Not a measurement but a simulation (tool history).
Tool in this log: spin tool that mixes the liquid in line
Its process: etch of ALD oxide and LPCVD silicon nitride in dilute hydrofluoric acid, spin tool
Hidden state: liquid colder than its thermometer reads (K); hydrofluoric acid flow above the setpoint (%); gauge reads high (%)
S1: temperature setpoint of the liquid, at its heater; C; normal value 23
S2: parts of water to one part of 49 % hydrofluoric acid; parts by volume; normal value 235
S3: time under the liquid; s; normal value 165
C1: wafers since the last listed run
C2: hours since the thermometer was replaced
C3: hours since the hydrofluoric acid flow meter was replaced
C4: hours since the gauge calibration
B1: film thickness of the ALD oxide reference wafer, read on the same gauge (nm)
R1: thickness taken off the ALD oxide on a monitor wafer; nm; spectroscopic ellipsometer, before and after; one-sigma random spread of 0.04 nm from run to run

run	hour	S1	S2	S3	C1	C2	C3	C4	B1	R1
1	0	24.5	235	165	0	1905	693.8	782.9	80.01	11.04
2	62.4	24.5	235	165	309	1967.4	756.2	845.3	79.99	11.04
3	112	23	235	165	245	2017	805.8	894.9	80.02	10.35
# hour 134.3: hydrofluoric acid flow meter replaced
4	140.7	23	235	165	137	2045.7	6.4	923.6	80	10.38
5	211.7	23	295	165	351	2116.7	77.4	994.6	79.98	7.79
6	282.6	23	295	165	351	2187.6	148.3	1065.5	80	7.78
7	338.5	23	295	165	276	2243.5	204.2	1121.4	79.98	7.75
8	405.5	19.5	190	205	331	2310.5	271.2	1188.4	79.98	14.45
9	434.8	23	295	165	145	2339.8	300.5	1217.7	79.99	7.7
10	503.8	23	235	200	341	2408.8	369.5	1286.7	80	12.53
11	563.1	23	235	165	293	2468.1	428.8	1346	79.97	10.29
12	608.4	19	235	110	224	2513.4	474.1	1391.3	80.01	5.88
13	656.7	23	235	220	239	2561.7	522.4	1439.6	79.98	13.68
# hour 719.9: gauge calibrated
# hour 734.2: thermometer replaced
14	738.1	23	235	135	398	3.9	603.8	18.2	80.01	8.88
15	794.8	23	235	165	280	60.6	660.5	74.9	80.01	10.87
16	852.5	23	235	110	285	118.3	718.2	132.6	80.04	7.23
# hour 908.2: hydrofluoric acid flow meter replaced
17	1044.2	28	350	210	944	310	136	324.3	80	9.75
18	1141.2	25.5	305	130	480	407	233	421.3	80.03	6.67
19	1200.2	23	235	165	292	466	292	480.3	80.03	10.68
20	1255.3	23	335	165	272	521.1	347.1	535.4	80.01	6.83
21	1294	28	235	165	191	559.8	385.8	574.1	80	12.95
22	1360.7	23	170	165	330	626.5	452.5	640.8	80.01	15.8
23	1404.8	23	315	165	218	670.6	496.6	684.9	80	7.37
24	1434.1	26	235	250	145	699.9	525.9	714.2	80.04	18.08
25	1501.1	23	235	165	331	766.9	592.9	781.2	80	10.62

Below, each run's measurement less what the same run would have read without the hidden state. Both values contain the same run-to-run variation, but the gauge's scatter may not be the same in both:
run	R1
1	-0.5
2	-0.51
3	-0.5
4	-0.51
5	-0.38
6	-0.39
7	-0.39
8	-0.84
9	-0.42
10	-0.71
11	-0.6
12	-0.36
13	-0.82
14	-0.01
15	-0.03
16	-0.03
17	-0.07
18	-0.06
19	-0.13
20	-0.09
21	-0.17
22	-0.24
23	-0.11
24	-0.29
25	-0.19

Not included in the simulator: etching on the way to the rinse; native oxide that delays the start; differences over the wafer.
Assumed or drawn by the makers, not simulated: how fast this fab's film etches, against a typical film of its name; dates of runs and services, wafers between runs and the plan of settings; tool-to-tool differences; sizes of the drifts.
